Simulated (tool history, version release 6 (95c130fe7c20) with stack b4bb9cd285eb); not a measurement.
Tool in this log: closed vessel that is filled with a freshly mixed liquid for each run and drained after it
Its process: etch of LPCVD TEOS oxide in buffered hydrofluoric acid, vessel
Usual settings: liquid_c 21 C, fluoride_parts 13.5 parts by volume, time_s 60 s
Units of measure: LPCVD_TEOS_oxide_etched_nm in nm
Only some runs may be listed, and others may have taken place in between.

run    hour  liquid_c  fluoride_parts  time_s  read-back film thickness of the LPCVD TEOS oxide reference wafer, read on the same gauge (nm)  LPCVD_TEOS_oxide_etched_nm
  1       0        21            13.5      60                                                                                         110.02                       98.19
  2    71.8        21            13.5      60                                                                                         110.05                       97.13
  3   129.1        21            13.5      60                                                                                            110                       97.72
  4   224.5      24.5            13.5      85                                                                                         109.97                      167.82
  5   325.2        21             9.5      60                                                                                         109.99                      133.24
  6   376.3        21            13.5      60                                                                                         110.04                       97.86
      396.8  -- hydrofluoric acid flow meter replaced
  7   453.9        21            13.5      60                                                                                            110                       97.64
  8   541.4        21              15      60                                                                                         109.97                       88.09
  9   634.1      17.5              12      60                                                                                         110.04                       89.32
 10   673.6      17.5              12      60                                                                                         110.01                        90.6
 11   713.3        21            13.5      60                                                                                         110.03                       97.83
 12   792.6      22.5            15.5      60                                                                                         110.01                       92.08
 13   842.9      22.5            15.5      60                                                                                         110.01                       92.23
 14   940.5      22.5            15.5      60                                                                                         109.97                       93.17
      984.7  -- hydrofluoric acid flow meter replaced
 15  1117.2        21            13.5      60                                                                                         110.04                        97.6
 16  1183.8        17             8.5      60                                                                                         110.02                      117.99
     1252.5  -- thermometer replaced
 17  1269.5        23            13.5      50                                                                                         110.03                        91.4
     1300.8  -- gauge calibrated
 18  1330.5        21            13.5      60                                                                                            110                       96.75
 19  1412.8        21            13.5      85                                                                                            110                      137.88
 20    1479        21              11      60                                                                                         110.03                      119.62
 21  1582.2        21            13.5      60                                                                                         110.03                       97.15
       1623  -- hydrofluoric acid flow meter replaced
 22  1633.5        21            13.5      60                                                                                         110.05                       97.13
 23  1673.2        21            13.5      60                                                                                         110.05                       97.74
 24  1766.8        21            13.5      60                                                                                            110                       96.85
 25  1846.9      19.5            13.5      60                                                                                         110.04                       89.92
 26    1902      19.5              18      60                                                                                         110.02                       67.53
 27  1978.1        17            15.5      60                                                                                         109.98                       68.75
     2128.3  -- hydrofluoric acid flow meter replaced
 28  2233.5        21            13.5      60                                                                                         109.99                       97.69
 29  2314.5        19            13.5      60                                                                                         109.99                        87.3
 30  2410.6        25              18      85                                                                                         110.02                      128.71
 31  2463.3        21            18.5      40                                                                                         110.04                       47.73

Alternative continuations, all from the tool just after run 31; predict every row:
  A  2464        21            13.5      95                                                                                              ?                           ?
  B  2464        21            15.5      60                                                                                              ?                           ?
  C  2464        21              15      35                                                                                              ?                           ?
  D  2464        25               8      75                                                                                              ?                           ?
  E  2464        21            17.5      60                                                                                              ?                           ?

run  read-back film thickness of the LPCVD TEOS oxide reference wafer, read on the same gauge (nm)  LPCVD_TEOS_oxide_etched_nm
  A                                                                                         110.01                      153.81
  B                                                                                         110.01                       84.81
  C                                                                                         110.01                        51.1
  D                                                                                         110.01                      246.18
  E                                                                                         110.01                       75.26
With no hidden state in the tool, these same runs would have given:
run  LPCVD_TEOS_oxide_etched_nm
  A                      153.81
  B                       84.81
  C                        51.1
  D                      246.18
  E                       75.26
